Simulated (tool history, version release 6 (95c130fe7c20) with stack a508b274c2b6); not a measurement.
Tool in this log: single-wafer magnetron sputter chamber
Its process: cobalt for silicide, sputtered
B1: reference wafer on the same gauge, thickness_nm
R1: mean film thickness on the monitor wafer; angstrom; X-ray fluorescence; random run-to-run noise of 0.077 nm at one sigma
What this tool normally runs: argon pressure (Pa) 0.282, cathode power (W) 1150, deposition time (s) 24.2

{"run": 1, "hour": 0.0, "argon pressure (Pa)": 0.282, "cathode power (W)": 1150, "deposition time (s)": 27.9, "B1": 14.987, "R1": 146.24}
{"run": 2, "hour": 60.4, "argon pressure (Pa)": 0.282, "cathode power (W)": 1150, "deposition time (s)": 27.9, "B1": 14.978, "R1": 143.42}
{"run": 3, "hour": 119.2, "argon pressure (Pa)": 0.282, "cathode power (W)": 1150, "deposition time (s)": 24.2, "B1": 14.976, "R1": 123.31}
{"run": 4, "hour": 190.1, "argon pressure (Pa)": 0.282, "cathode power (W)": 1150, "deposition time (s)": 24.2, "B1": 15.009, "R1": 132.4}
{"run": 5, "hour": 271.0, "argon pressure (Pa)": 0.282, "cathode power (W)": 1150, "deposition time (s)": 24.2, "B1": 15.025, "R1": 132.42}
{"run": 6, "hour": 334.6, "argon pressure (Pa)": 0.282, "cathode power (W)": 900, "deposition time (s)": 26.2, "B1": 14.988, "R1": 110.66}
{"run": 7, "hour": 385.5, "argon pressure (Pa)": 0.282, "cathode power (W)": 900, "deposition time (s)": 26.2, "B1": 15.028, "R1": 107.52}
{"run": 8, "hour": 412.6, "argon pressure (Pa)": 0.282, "cathode power (W)": 900, "deposition time (s)": 26.2, "B1": 14.993, "R1": 108.39}
{"run": 9, "hour": 480.3, "argon pressure (Pa)": 0.282, "cathode power (W)": 1150, "deposition time (s)": 24.2, "B1": 14.986, "R1": 128.21}
{"run": 10, "hour": 504.5, "argon pressure (Pa)": 0.282, "cathode power (W)": 1150, "deposition time (s)": 24.2, "B1": 14.982, "R1": 126.65}
{"run": 11, "hour": 556.4, "argon pressure (Pa)": 0.282, "cathode power (W)": 1150, "deposition time (s)": 24.2, "B1": 14.97, "R1": 126.77}
{"run": 12, "hour": 593.4, "argon pressure (Pa)": 0.233, "cathode power (W)": 950, "deposition time (s)": 20.6, "B1": 14.997, "R1": 90.2}
{"run": 13, "hour": 624.4, "argon pressure (Pa)": 0.369, "cathode power (W)": 1150, "deposition time (s)": 26.2, "B1": 14.992, "R1": 131.31}
{"run": 14, "hour": 669.9, "argon pressure (Pa)": 0.188, "cathode power (W)": 900, "deposition time (s)": 24.2, "B1": 14.986, "R1": 106.1}
{"run": 15, "hour": 705.3, "argon pressure (Pa)": 0.192, "cathode power (W)": 900, "deposition time (s)": 24.2, "B1": 14.995, "R1": 106.74}
{"run": 16, "hour": 772.2, "argon pressure (Pa)": 0.236, "cathode power (W)": 1450, "deposition time (s)": 29.0, "B1": 15.007, "R1": 201.33}
{"run": 17, "hour": 809.0, "argon pressure (Pa)": 0.248, "cathode power (W)": 950, "deposition time (s)": 22.6, "B1": 15.009, "R1": 100.89}
{"run": 18, "hour": 843.9, "argon pressure (Pa)": 0.282, "cathode power (W)": 1300, "deposition time (s)": 24.2, "B1": 14.994, "R1": 145.31}
{"run": 19, "hour": 998.5, "argon pressure (Pa)": 0.282, "cathode power (W)": 1150, "deposition time (s)": 20.0, "B1": 14.995, "R1": 105.1}
{"run": 20, "hour": 1038.5, "argon pressure (Pa)": 0.321, "cathode power (W)": 1250, "deposition time (s)": 19.7, "B1": 15.009, "R1": 109.54}
{"run": 21, "hour": 1103.2, "argon pressure (Pa)": 0.179, "cathode power (W)": 1150, "deposition time (s)": 24.2, "B1": 14.981, "R1": 132.54}
{"run": 22, "hour": 1160.8, "argon pressure (Pa)": 0.282, "cathode power (W)": 1150, "deposition time (s)": 21.9, "B1": 15.019, "R1": 111.95}
{"run": 23, "hour": 1215.8, "argon pressure (Pa)": 0.353, "cathode power (W)": 1250, "deposition time (s)": 22.8, "B1": 14.954, "R1": 129.26}
{"run": 24, "hour": 1251.2, "argon pressure (Pa)": 0.282, "cathode power (W)": 900, "deposition time (s)": 24.2, "B1": 15.003, "R1": 103.07}
{"run": 25, "hour": 1304.4, "argon pressure (Pa)": 0.282, "cathode power (W)": 1150, "deposition time (s)": 24.2, "B1": 14.995, "R1": 130.31}
{"run": 26, "hour": 1328.5, "argon pressure (Pa)": 0.282, "cathode power (W)": 1150, "deposition time (s)": 24.2, "B1": 15.003, "R1": 129.81}
{"run": 27, "hour": 1356.7, "argon pressure (Pa)": 0.205, "cathode power (W)": 1350, "deposition time (s)": 24.2, "B1": 14.999, "R1": 160.14}
{"run": 28, "hour": 1418.5, "argon pressure (Pa)": 0.225, "cathode power (W)": 1300, "deposition time (s)": 25.7, "B1": 14.987, "R1": 160.57}
{"run": 29, "hour": 1487.9, "argon pressure (Pa)": 0.282, "cathode power (W)": 900, "deposition time (s)": 24.2, "B1": 14.998, "R1": 99.94}
{"run": 30, "hour": 1688.1, "argon pressure (Pa)": 0.282, "cathode power (W)": 1150, "deposition time (s)": 24.2, "B1": 15.012, "R1": 124.5}
{"run": 31, "hour": 1733.2, "argon pressure (Pa)": 0.375, "cathode power (W)": 950, "deposition time (s)": 19.5, "B1": 14.996, "R1": 79.04}
{"run": 32, "hour": 1776.7, "argon pressure (Pa)": 0.282, "cathode power (W)": 1150, "deposition time (s)": 28.9, "B1": 15.021, "R1": 156.91}
{"run": 33, "hour": 1816.2, "argon pressure (Pa)": 0.282, "cathode power (W)": 1150, "deposition time (s)": 24.2, "B1": 14.997, "R1": 131.98}
{"run": 34, "hour": 1958.6, "argon pressure (Pa)": 0.251, "cathode power (W)": 1150, "deposition time (s)": 24.2, "B1": 15.029, "R1": 131.02}
{"run": 35, "hour": 1994.9, "argon pressure (Pa)": 0.339, "cathode power (W)": 1400, "deposition time (s)": 24.2, "B1": 14.958, "R1": 152.27}

Missing from the log above: 7 entries noted between runs. For each, name the pair of listed runs it sits between and say how the tool's hidden condition differs from the listed run just before to the listed run just after:
In the gap between runs 3 and 4: sputter target and shields replaced (hour 189.6)
  deposition rate above that of a new target (%): -6.5 -> -0.413
  what was measured, less what the result would be without the hidden state, R1: -8.57 -> -0.55 angstrom
In the gap between runs 5 and 6: capacitance manometer re-zeroed and calibrated (hour 327.2)
  deposition rate above that of a new target (%): -1.42 -> -2.22
  what was measured, less what the result would be without the hidden state, R1: -1.91 -> -2.51 angstrom
In the gap between runs 13 and 14: sputter target and shields replaced (hour 669.4)
  deposition rate above that of a new target (%): -5.84 -> -0.148
  what was measured, less what the result would be without the hidden state, R1: -8.15 -> -0.15 angstrom
In the gap between runs 18 and 19: gauge calibrated (hour 948.8)
  deposition rate above that of a new target (%): -2.32 -> -4.25
  what was measured, less what the result would be without the hidden state, R1: -3.45 -> -4.67 angstrom
In the gap between runs 20 and 21: magnet pack replaced, of another model than before (hour 1088.3)
  deposition rate above that of a new target (%): -4.75 -> -5.56
  what was measured, less what the result would be without the hidden state, R1: -5.47 -> -7.81 angstrom
In the gap between runs 22 and 23: sputter target and shields replaced (hour 1214.1)
  deposition rate above that of a new target (%): -6.28 -> -0.273
  what was measured, less what the result would be without the hidden state, R1: -7.50 -> -0.35 angstrom
In the gap between runs 31 and 32: sputter target and shields replaced (hour 1750.0)
  deposition rate above that of a new target (%): -6.74 -> -0.438
  what was measured, less what the result would be without the hidden state, R1: -5.71 -> -0.69 angstrom

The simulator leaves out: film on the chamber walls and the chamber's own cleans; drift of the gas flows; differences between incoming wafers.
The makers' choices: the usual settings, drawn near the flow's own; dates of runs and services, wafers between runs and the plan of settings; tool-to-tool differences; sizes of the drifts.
